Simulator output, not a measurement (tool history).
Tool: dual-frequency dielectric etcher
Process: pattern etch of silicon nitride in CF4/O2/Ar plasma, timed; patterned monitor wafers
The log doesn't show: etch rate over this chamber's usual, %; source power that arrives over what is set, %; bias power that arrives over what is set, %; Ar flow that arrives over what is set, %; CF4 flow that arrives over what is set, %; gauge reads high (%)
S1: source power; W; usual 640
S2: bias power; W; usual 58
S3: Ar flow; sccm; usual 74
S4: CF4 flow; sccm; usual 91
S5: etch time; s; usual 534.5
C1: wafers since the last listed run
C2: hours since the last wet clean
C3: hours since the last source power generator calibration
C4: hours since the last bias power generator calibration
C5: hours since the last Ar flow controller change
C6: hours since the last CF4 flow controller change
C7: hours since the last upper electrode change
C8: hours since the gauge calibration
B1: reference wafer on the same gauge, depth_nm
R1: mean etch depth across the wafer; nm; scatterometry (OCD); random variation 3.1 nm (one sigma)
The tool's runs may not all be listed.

run    hour   S1  S2  S3  S4     S5   C1     C2      C3      C4      C5      C6      C7      C8      B1      R1
  1       0  640  61  74  91  534.5    0  340.5  3810.7   616.7  4439.8  1747.1  4854.5   292.5  1700.6  1428.8
      172.8  -- wet clean of the chamber
  2   220.4  640  61  74  91  534.5  439   47.6  4031.1   837.1  4660.2  1967.5  5074.9   512.9  1700.3  1421.3
  3   317.6  640  58  80  91  534.5  217  144.8  4128.3   934.3  4757.4  2064.7  5172.1   610.1  1699.5  1371.9
  4   512.4  640  58  74  91  616.5  435  339.6  4323.1  1129.1  4952.2  2259.5  5366.9   804.9  1700.1  1608.5
  5   596.3  640  58  74  91  616.5  187  423.5    4407    1213  5036.1  2343.4  5450.8   888.8    1700  1596.1
      636.7  -- wet clean of the chamber
  6   675.8  640  58  74  91  534.5  124   39.1  4486.5  1292.5  5115.6  2422.9  5530.3   968.3  1698.8  1382.2
      743.9  -- CF4 flow controller replaced
  7     763  640  58  74  91  534.5  181  126.3  4573.7  1379.7  5202.8    19.1  5617.5  1055.5  1700.1  1381.9
      786.3  -- source power generator calibrated
  8   824.3  640  58  74  91  534.5  128  187.6      38    1441  5264.1    80.4  5678.8  1116.8  1701.5  1412.5
      858.2  -- bias power generator calibrated
      919.9  -- upper electrode replaced
  9   926.9  640  58  74  91  534.5  166  290.2   140.6    68.7  5366.7     183       7  1219.4  1700.5  1419.4
        971  -- Ar flow controller replaced
 10   996.6  640  58  74  91  534.5  142  359.9   210.3   138.4    25.6   252.7    76.7  1289.1  1698.8  1426.4
 11  1062.5  640  58  74  91  381.5  147  425.8   276.2   204.3    91.5   318.6   142.6    1355  1699.8    1011
 12    1119  640  58  74  91  534.5  126  482.3   332.7   260.8     148   375.1   199.1  1411.5  1700.2    1422
 13    1159  800  65  68  91  457.5   89  522.3   372.7   300.8     188   415.1   239.1  1451.5  1699.8  1590.6
     1209.1  -- wet clean of the chamber
     1242.9  -- gauge calibrated
 14  1252.2  640  58  74  91  534.5  154   43.1   465.9     394   281.2   508.3   332.3     9.3  1699.4  1417.6
 15  1340.8  540  66  89  99  534.5  198  131.7   554.5   482.6   369.8   596.9   420.9    97.9  1699.6  1240.4
 16  1428.3  640  58  61  91  612.5  195  219.2     642   570.1   457.3   684.4   508.4   185.4  1700.9  1659.9
 17  1518.8  640  58  74  76  534.5  202  309.7   732.5   660.6   547.8   774.9   598.9   275.9  1699.2  1373.3
 18  1583.1  800  58  74  91  616.5  143    374   796.8   724.9   612.1   839.2   663.2   340.2  1698.3  2002.9
 19  1682.6  640  58  74  91  534.5  222  473.5   896.3   824.4   711.6   938.7   762.7   439.7  1700.8  1407.6
       1711  -- wet clean of the chamber
 20  1741.5  510  58  81  91  645.5   78   30.5   955.2   883.3   770.5   997.6   821.6   498.6  1701.7  1338.5

Forecast each of these 5 alternatives for the next run:
  A  1742.1  640  58  74   91  534.5   1  31.1  955.8  883.9  771.1  998.2  822.2  499.2   ?   ?
  B  1742.1  640  51  74   91    416   1  31.1  955.8  883.9  771.1  998.2  822.2  499.2   ?   ?
  C  1742.1  640  62  74   80  626.5   1  31.1  955.8  883.9  771.1  998.2  822.2  499.2   ?   ?
  D  1742.1  640  52  69  111  534.5   1  31.1  955.8  883.9  771.1  998.2  822.2  499.2   ?   ?
  E  1742.1  640  47  74   91  534.5   1  31.1  955.8  883.9  771.1  998.2  822.2  499.2   ?   ?

run      B1      R1
  A  1700.2  1406.7
  B  1700.2    1034
  C  1700.2  1674.4
  D  1700.2  1385.7
  E  1700.2  1281.4
Without the tool's hidden state the same runs would have given:
run      R1
  A  1434.8
  B  1054.2
  C  1708.6
  D  1412.3
  E    1306
